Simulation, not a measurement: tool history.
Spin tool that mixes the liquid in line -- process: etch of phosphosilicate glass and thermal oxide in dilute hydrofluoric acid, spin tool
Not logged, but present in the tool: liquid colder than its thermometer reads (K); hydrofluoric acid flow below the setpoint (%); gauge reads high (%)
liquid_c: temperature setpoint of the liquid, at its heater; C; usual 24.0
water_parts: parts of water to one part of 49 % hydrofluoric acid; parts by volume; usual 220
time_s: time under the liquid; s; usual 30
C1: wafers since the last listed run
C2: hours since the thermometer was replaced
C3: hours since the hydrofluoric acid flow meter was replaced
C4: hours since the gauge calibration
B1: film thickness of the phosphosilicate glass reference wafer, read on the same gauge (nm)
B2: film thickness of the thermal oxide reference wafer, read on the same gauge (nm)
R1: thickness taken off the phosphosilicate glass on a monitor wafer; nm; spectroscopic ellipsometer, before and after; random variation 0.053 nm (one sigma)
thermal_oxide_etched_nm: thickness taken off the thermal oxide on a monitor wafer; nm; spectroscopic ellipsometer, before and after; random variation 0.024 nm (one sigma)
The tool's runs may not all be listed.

Run 1, hour 0.0: usual settings; C1 0; C2 1272.8; C3 163.6; C4 144.4; B1 39.43; B2 88.770. Result: R1 13.04 nm, thermal_oxide_etched_nm 0.511 nm.
Run 2, hour 27.9: usual settings; C1 469; C2 1300.7; C3 191.5; C4 172.3; B1 39.43; B2 88.625. Result: R1 13.20 nm, thermal_oxide_etched_nm 0.487 nm.
Run 3, hour 56.5: usual settings; C1 481; C2 1329.3; C3 220.1; C4 200.9; B1 39.37; B2 88.519. Result: R1 13.16 nm, thermal_oxide_etched_nm 0.532 nm.
Run 4, hour 139.1: usual settings but water_parts 140 parts by volume; C1 1391; C2 1411.9; C3 302.7; C4 283.5; B1 39.25; B2 88.327. Result: R1 22.46 nm, thermal_oxide_etched_nm 0.848 nm.
Run 5, hour 157.1: usual settings but water_parts 140 parts by volume; C1 303; C2 1429.9; C3 320.7; C4 301.5; B1 39.28; B2 88.289. Result: R1 22.49 nm, thermal_oxide_etched_nm 0.879 nm.
Run 6, hour 192.8: usual settings but water_parts 140 parts by volume; C1 601; C2 1465.6; C3 356.4; C4 337.2; B1 39.24; B2 88.247. Result: R1 22.56 nm, thermal_oxide_etched_nm 0.854 nm.
Run 7, hour 226.7: usual settings but liquid_c 22.5 C, water_parts 140 parts by volume; C1 571; C2 1499.5; C3 390.3; C4 371.1; B1 39.17; B2 88.199. Result: R1 21.18 nm, thermal_oxide_etched_nm 0.869 nm.
At hour 297.8: gauge calibrated.
At hour 325.3: thermometer replaced.
Run 8, hour 325.8: usual settings; C1 1652; C2 0.5; C3 489.4; C4 28.0; B1 39.87; B2 89.721. Result: R1 13.18 nm, thermal_oxide_etched_nm 0.539 nm.
At hour 333.9: hydrofluoric acid flow meter replaced.
Run 9, hour 374.1: usual settings; C1 796; C2 48.8; C3 40.2; C4 76.3; B1 39.71; B2 89.301. Result: R1 13.29 nm, thermal_oxide_etched_nm 0.554 nm.
Run 10, hour 397.6: usual settings; C1 395; C2 72.3; C3 63.7; C4 99.8; B1 39.57; B2 89.177. Result: R1 13.23 nm, thermal_oxide_etched_nm 0.471 nm.
Run 11, hour 413.9: usual settings but liquid_c 22.0 C; C1 274; C2 88.6; C3 80.0; C4 116.1; B1 39.55; B2 89.062. Result: R1 12.25 nm, thermal_oxide_etched_nm 0.476 nm.
Run 12, hour 445.1: usual settings; C1 525; C2 119.8; C3 111.2; C4 147.3; B1 39.53; B2 88.916. Result: R1 13.15 nm, thermal_oxide_etched_nm 0.485 nm.
Run 13, hour 457.7: usual settings but liquid_c 22.5 C, water_parts 135 parts by volume, time_s 15 s; C1 212; C2 132.4; C3 123.8; C4 159.9; B1 39.54; B2 88.849. Result: R1 11.21 nm, thermal_oxide_etched_nm 0.462 nm.
Run 14, hour 475.5: usual settings but water_parts 140 parts by volume; C1 299; C2 150.2; C3 141.6; C4 177.7; B1 39.47; B2 88.772. Result: R1 22.62 nm, thermal_oxide_etched_nm 0.857 nm.
Run 15, hour 495.9: usual settings but water_parts 115 parts by volume, time_s 25 s; C1 343; C2 170.6; C3 162.0; C4 198.1; B1 39.48; B2 88.700. Result: R1 23.62 nm, thermal_oxide_etched_nm 0.945 nm.
Run 16, hour 521.1: usual settings but liquid_c 22.0 C, water_parts 110 parts by volume, time_s 20 s; C1 424; C2 195.8; C3 187.2; C4 223.3; B1 39.43; B2 88.602. Result: R1 18.21 nm, thermal_oxide_etched_nm 0.768 nm.
Run 17, hour 552.5: usual settings but liquid_c 22.0 C, water_parts 325 parts by volume; C1 528; C2 227.2; C3 218.6; C4 254.7; B1 39.35; B2 88.521. Result: R1 7.44 nm, thermal_oxide_etched_nm 0.304 nm.
Run 18, hour 566.5: usual settings but liquid_c 22.0 C, water_parts 170 parts by volume, time_s 50 s; C1 235; C2 241.2; C3 232.6; C4 268.7; B1 39.35; B2 88.522. Result: R1 27.65 nm, thermal_oxide_etched_nm 1.101 nm.

Branching from run 18: 4 alternative next runs. What would each branch give?
Run A, hour 566.9: usual settings; C1 6; C2 241.6; C3 233.0; C4 269.1; B1 ?; B2 ?. Result: R1 ?, thermal_oxide_etched_nm ?.
Run B, hour 566.9: usual settings but liquid_c 26.0 C, water_parts 270 parts by volume, time_s 25 s; C1 6; C2 241.6; C3 233.0; C4 269.1; B1 ?; B2 ?. Result: R1 ?, thermal_oxide_etched_nm ?.
Run C, hour 566.9: usual settings but liquid_c 19.5 C, water_parts 275 parts by volume, time_s 40 s; C1 6; C2 241.6; C3 233.0; C4 269.1; B1 ?; B2 ?. Result: R1 ?, thermal_oxide_etched_nm ?.
Run D, hour 566.9: usual settings but liquid_c 21.0 C, water_parts 295 parts by volume, time_s 15 s; C1 6; C2 241.6; C3 233.0; C4 269.1; B1 ?; B2 ?. Result: R1 ?, thermal_oxide_etched_nm ?.

run     B1      B2     R1  thermal_oxide_etched_nm
  A  39.33  88.506  13.10                    0.533
  B  39.33  88.506   9.06                    0.368
  C  39.33  88.506  11.22                    0.456
  D  39.33  88.506   4.07                    0.165
Without the tool's unlogged condition, the same runs would have read:
run     R1  thermal_oxide_etched_nm
  A  13.32                    0.542
  B   9.21                    0.375
  C  11.41                    0.464
  D   4.14                    0.168

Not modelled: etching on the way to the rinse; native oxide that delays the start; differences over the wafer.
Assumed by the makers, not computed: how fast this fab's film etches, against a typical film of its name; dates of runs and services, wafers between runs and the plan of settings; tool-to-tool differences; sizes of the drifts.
